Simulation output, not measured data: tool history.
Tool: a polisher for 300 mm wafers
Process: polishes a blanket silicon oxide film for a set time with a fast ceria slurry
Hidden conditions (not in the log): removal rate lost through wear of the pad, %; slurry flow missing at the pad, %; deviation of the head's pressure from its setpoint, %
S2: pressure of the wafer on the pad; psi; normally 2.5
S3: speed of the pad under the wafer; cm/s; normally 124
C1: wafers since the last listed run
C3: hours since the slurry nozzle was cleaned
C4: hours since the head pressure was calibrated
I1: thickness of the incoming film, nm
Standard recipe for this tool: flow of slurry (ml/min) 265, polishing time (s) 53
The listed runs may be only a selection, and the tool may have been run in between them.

run 1 hour=0 | flow_of_slurry_(ml/min)=295 S2=2.5 S3=124 polishing_time_(s)=61 | C1=0 wafers_polished_on_this_pad=509 C3=66.6 C4=1165.3 | I1=2710.9 | film_removed_(nm)=1089.5
run 2 hour=16 | flow_of_slurry_(ml/min)=265 S2=2.5 S3=124 polishing_time_(s)=53 | C1=131 wafers_polished_on_this_pad=640 C3=82.6 C4=1181.3 | I1=2664.9 | film_removed_(nm)=960.6
run 3 hour=33.6 | flow_of_slurry_(ml/min)=265 S2=3 S3=124 polishing_time_(s)=53 | C1=144 wafers_polished_on_this_pad=784 C3=100.2 C4=1198.9 | I1=2681.9 | film_removed_(nm)=1124.6
-- hour=68.4 worn pad replaced by a new one
run 4 hour=68.9 | flow_of_slurry_(ml/min)=265 S2=3 S3=124 polishing_time_(s)=53 | C1=256 wafers_polished_on_this_pad=4 C3=135.5 C4=1234.2 | I1=2680 | film_removed_(nm)=1128
run 5 hour=94.7 | flow_of_slurry_(ml/min)=265 S2=2.5 S3=124 polishing_time_(s)=53 | C1=211 wafers_polished_on_this_pad=215 C3=161.3 C4=1260 | I1=2717.7 | film_removed_(nm)=944.1
run 6 hour=129.2 | flow_of_slurry_(ml/min)=265 S2=2.5 S3=124 polishing_time_(s)=53 | C1=283 wafers_polished_on_this_pad=499 C3=195.8 C4=1294.5 | I1=2684.1 | film_removed_(nm)=969.3
-- hour=150.2 slurry nozzle cleaned
run 7 hour=158.6 | flow_of_slurry_(ml/min)=265 S2=2.5 S3=124 polishing_time_(s)=53 | C1=232 wafers_polished_on_this_pad=731 C3=8.4 C4=1323.9 | I1=2693.4 | film_removed_(nm)=954.2
run 8 hour=187.8 | flow_of_slurry_(ml/min)=265 S2=2.5 S3=124 polishing_time_(s)=53 | C1=239 wafers_polished_on_this_pad=971 C3=37.6 C4=1353.1 | I1=2704.9 | film_removed_(nm)=944.8
-- hour=202.1 worn pad replaced by a new one
run 9 hour=223.6 | flow_of_slurry_(ml/min)=265 S2=2.5 S3=124 polishing_time_(s)=53 | C1=260 wafers_polished_on_this_pad=176 C3=73.4 C4=1388.9 | I1=2638.9 | film_removed_(nm)=968.1
run 10 hour=240.4 | flow_of_slurry_(ml/min)=265 S2=2.5 S3=134 polishing_time_(s)=46 | C1=137 wafers_polished_on_this_pad=313 C3=90.2 C4=1405.7 | I1=2695.7 | film_removed_(nm)=892
run 11 hour=263.8 | flow_of_slurry_(ml/min)=265 S2=2.5 S3=124 polishing_time_(s)=45 | C1=191 wafers_polished_on_this_pad=505 C3=113.6 C4=1429.1 | I1=2639.6 | film_removed_(nm)=815.1
run 12 hour=292.4 | flow_of_slurry_(ml/min)=265 S2=2.5 S3=124 polishing_time_(s)=53 | C1=234 wafers_polished_on_this_pad=740 C3=142.2 C4=1457.7 | I1=2707 | film_removed_(nm)=949.6

Run 13 is up next; what results do you expect?
-- hour=314.6 worn pad replaced by a new one
run 13 hour=315.1 | flow_of_slurry_(ml/min)=315 S2=3.2 S3=124 polishing_time_(s)=53 | C1=153 wafers_polished_on_this_pad=4 C3=164.9 C4=1480.4 | I1=2659.4 | film_removed_(nm)=?

For run 13 the tool returned film removed (nm) 1233.9.
On a tool with no hidden condition, and with the same random variation, this run would have come out at film removed (nm) 1395.2.
